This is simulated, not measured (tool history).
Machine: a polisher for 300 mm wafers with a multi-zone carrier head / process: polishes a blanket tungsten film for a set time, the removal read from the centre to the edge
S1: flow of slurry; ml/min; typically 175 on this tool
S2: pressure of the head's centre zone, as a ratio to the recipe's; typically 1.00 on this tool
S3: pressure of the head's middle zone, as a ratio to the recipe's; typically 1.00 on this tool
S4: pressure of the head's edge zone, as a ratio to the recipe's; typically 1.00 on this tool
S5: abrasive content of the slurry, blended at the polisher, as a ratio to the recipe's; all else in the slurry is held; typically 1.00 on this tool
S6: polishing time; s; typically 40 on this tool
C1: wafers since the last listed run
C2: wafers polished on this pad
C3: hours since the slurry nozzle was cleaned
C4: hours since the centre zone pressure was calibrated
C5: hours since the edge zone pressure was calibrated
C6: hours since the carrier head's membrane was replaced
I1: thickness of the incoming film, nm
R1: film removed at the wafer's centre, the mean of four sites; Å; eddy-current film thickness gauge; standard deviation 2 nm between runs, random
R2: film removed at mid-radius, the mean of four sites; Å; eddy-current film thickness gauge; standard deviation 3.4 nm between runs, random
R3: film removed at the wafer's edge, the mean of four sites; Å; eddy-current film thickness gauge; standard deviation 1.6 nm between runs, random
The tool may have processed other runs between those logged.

| run | hour | S1 | S2 | S3 | S4 | S5 | S6 | C1 | C2 | C3 | C4 | C5 | C6 | I1 | R1 | R2 | R3 |
|---|---|---|---|---|---|---|---|---|---|---|---|---|---|---|---|---|---|
| 1 | 0.0 | 175 | 1.00 | 1.00 | 1.00 | 0.90 | 40 | 0 | 2784 | 534.7 | 76.5 | 528.4 | 511.0 | 1031.9 | 2274 | 2241 | 2190 |
| 2 | 79.4 | 200 | 1.00 | 1.00 | 1.00 | 1.00 | 40 | 632 | 3416 | 614.1 | 155.9 | 607.8 | 590.4 | 1009.4 | 2335 | 2348 | 2326 |
|  | 91.8 | slurry nozzle cleaned |
|  | 125.7 | edge zone pressure recalibrated |
| 3 | 152.8 | 175 | 1.00 | 1.00 | 0.91 | 1.00 | 40 | 560 | 3977 | 61.0 | 229.3 | 27.1 | 663.8 | 1020.3 | 2215 | 2282 | 2177 |
|  | 225.9 | worn pad replaced by a new one |
| 4 | 245.2 | 130 | 1.00 | 1.10 | 1.00 | 1.15 | 40 | 704 | 153 | 153.4 | 321.7 | 119.5 | 756.2 | 1034.3 | 2181 | 2381 | 2219 |
| 5 | 345.8 | 175 | 0.93 | 1.00 | 1.00 | 1.00 | 29 | 801 | 954 | 254.0 | 422.3 | 220.1 | 856.8 | 1024.9 | 1486 | 1676 | 1641 |
| 6 | 415.1 | 175 | 1.00 | 1.00 | 1.00 | 1.00 | 40 | 551 | 1506 | 323.3 | 491.6 | 289.4 | 926.1 | 1031.5 | 2194 | 2308 | 2308 |
| 7 | 468.6 | 175 | 1.00 | 1.00 | 1.00 | 1.00 | 40 | 426 | 1932 | 376.8 | 545.1 | 342.9 | 979.6 | 1002.5 | 2211 | 2330 | 2265 |
|  | 524.9 | centre zone pressure recalibrated |
| 8 | 553.6 | 175 | 0.92 | 1.00 | 1.00 | 1.00 | 40 | 661 | 2593 | 461.8 | 28.7 | 427.9 | 1064.6 | 1005.0 | 2095 | 2242 | 2301 |
| 9 | 608.5 | 230 | 0.90 | 1.00 | 1.00 | 1.00 | 40 | 437 | 3031 | 516.7 | 83.6 | 482.8 | 1119.5 | 1023.7 | 2131 | 2423 | 2330 |
| 10 | 715.7 | 175 | 1.00 | 1.00 | 1.00 | 1.00 | 40 | 853 | 3885 | 623.9 | 190.8 | 590.0 | 1226.7 | 1023.8 | 2276 | 2211 | 2257 |
| 11 | 769.7 | 175 | 1.00 | 1.03 | 1.00 | 1.00 | 34 | 430 | 4315 | 677.9 | 244.8 | 644.0 | 1280.7 | 1024.6 | 1877 | 1980 | 1934 |
|  | 778.5 | slurry nozzle cleaned |
|  | 782.8 | worn pad replaced by a new one |
|  | 798.9 | edge zone pressure recalibrated |
| 12 | 838.7 | 175 | 1.00 | 1.00 | 1.00 | 1.00 | 40 | 493 | 429 | 60.2 | 313.8 | 39.8 | 1349.7 | 1015.5 | 2244 | 2287 | 2268 |
| 13 | 921.4 | 130 | 1.00 | 0.95 | 1.00 | 1.00 | 33 | 658 | 1088 | 142.9 | 396.5 | 122.5 | 1432.4 | 1036.7 | 1709 | 1691 | 1785 |
|  | 994.7 | carrier head's membrane replaced by a new one |
| 14 | 1014.3 | 175 | 1.00 | 1.00 | 1.00 | 0.80 | 40 | 700 | 1788 | 235.8 | 489.4 | 215.4 | 19.6 | 1016.3 | 2084 | 2141 | 2121 |
| 15 | 1100.0 | 175 | 1.00 | 1.00 | 1.00 | 1.00 | 40 | 682 | 2470 | 321.5 | 575.1 | 301.1 | 105.3 | 1028.1 | 2198 | 2320 | 2272 |
|  | 1133.6 | centre zone pressure recalibrated |
| 16 | 1207.6 | 210 | 1.00 | 0.91 | 1.00 | 1.00 | 40 | 841 | 3311 | 429.1 | 74.0 | 408.7 | 212.9 | 1024.5 | 2319 | 2158 | 2329 |
| 17 | 1300.4 | 200 | 1.11 | 1.00 | 1.00 | 0.80 | 40 | 739 | 4050 | 521.9 | 166.8 | 501.5 | 305.7 | 1016.9 | 2385 | 2152 | 2195 |
| 18 | 1357.3 | 175 | 1.00 | 1.00 | 1.00 | 1.00 | 40 | 453 | 4504 | 578.8 | 223.7 | 558.4 | 362.6 | 1004.2 | 2250 | 2234 | 2244 |
|  | 1417.6 | worn pad replaced by a new one |
| 19 | 1431.7 | 175 | 1.00 | 1.04 | 1.00 | 1.00 | 40 | 560 | 112 | 653.2 | 298.1 | 632.8 | 437.0 | 1023.3 | 2208 | 2341 | 2265 |
|  | 1452.0 | slurry nozzle cleaned |
| 20 | 1502.8 | 130 | 0.95 | 1.00 | 1.00 | 1.00 | 45 | 558 | 671 | 50.8 | 369.2 | 703.9 | 508.1 | 1028.5 | 2197 | 2345 | 2447 |
|  | 1517.8 | edge zone pressure recalibrated |
| 21 | 1551.4 | 175 | 1.00 | 1.00 | 1.00 | 1.00 | 40 | 371 | 1042 | 99.4 | 417.8 | 33.6 | 556.7 | 1029.0 | 2208 | 2279 | 2266 |

Run by run, hidden condition taken away, random variation retained:
Hidden conditions of the tool in this case: removal rate lost through wear of the pad, %; slurry flow missing at the pad, %; deviation of the centre zone's pressure from its setpoint, %; deviation of the edge zone's pressure from its setpoint, %.
| run | R1 |
|---|---|
| 1 | 2307 |
| 2 | 2401 |
| 3 | 2297 |
| 4 | 2278 |
| 5 | 1560 |
| 6 | 2308 |
| 7 | 2329 |
| 8 | 2105 |
| 9 | 2167 |
| 10 | 2352 |
| 11 | 1951 |
| 12 | 2345 |
| 13 | 1793 |
| 14 | 2195 |
| 15 | 2319 |
| 16 | 2375 |
| 17 | 2479 |
| 18 | 2354 |
| 19 | 2325 |
| 20 | 2324 |
| 21 | 2341 |
R2 without the hidden state stays within 1 Å of what was measured, in all runs.
R3 without the hidden state stays within 1 Å of what was measured, in all runs.
